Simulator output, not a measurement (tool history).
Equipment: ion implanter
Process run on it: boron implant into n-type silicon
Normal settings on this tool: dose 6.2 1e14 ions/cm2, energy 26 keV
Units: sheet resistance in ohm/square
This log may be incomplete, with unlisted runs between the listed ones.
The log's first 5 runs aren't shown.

run   hour  dose  energy  read-back reference wafer on the same gauge, sheet resistance  sheet resistance
  6  123.3  5.21      19                                                         170.43            200.39
  7  145.3   6.2      26                                                         170.34            166.34
  8  171.3   6.2      26                                                         169.94            167.31
     192.8  -- Faraday cup replaced and dose calibrated
  9  197.4   6.2      26                                                         169.88            166.92
 10  224.2   6.2      26                                                         169.71            167.07
 11  237.5   6.2      26                                                         169.55            166.02
 12  256.8   6.2      26                                                         169.33            167.71
 13  354.5   6.2      26                                                         168.77            166.13
 14    384   6.2      26                                                         168.45            164.34
 15  401.4  4.68      26                                                         168.29            210.36
 16  427.6  5.43      22                                                         168.32            188.34
     467.4  -- gauge calibrated
 17  475.4  5.44      23                                                         173.78            192.24
 18  497.5  7.42    22.5                                                         173.18            147.15
 19  531.9  4.36    31.5                                                         173.21            223.17
       564  -- extraction supply calibrated
 20  583.4  7.12      26                                                         172.59            150.96
 21    596   6.2      26                                                          172.5            170.12
 22  611.3  7.63    22.5                                                         172.65            144.74
 23  623.9  5.33    29.5                                                         172.62            189.58
 24  646.7  5.56      29                                                         172.16            183.34

Expected results for the next run?
 25  663.7  4.63      35                                                              ?                 ?

read-back reference wafer on the same gauge, sheet resistance: 172.17
sheet resistance: 207.02 ohm/square
With no hidden state in the tool, this same run would have given sheet resistance 208.01 ohm/square.
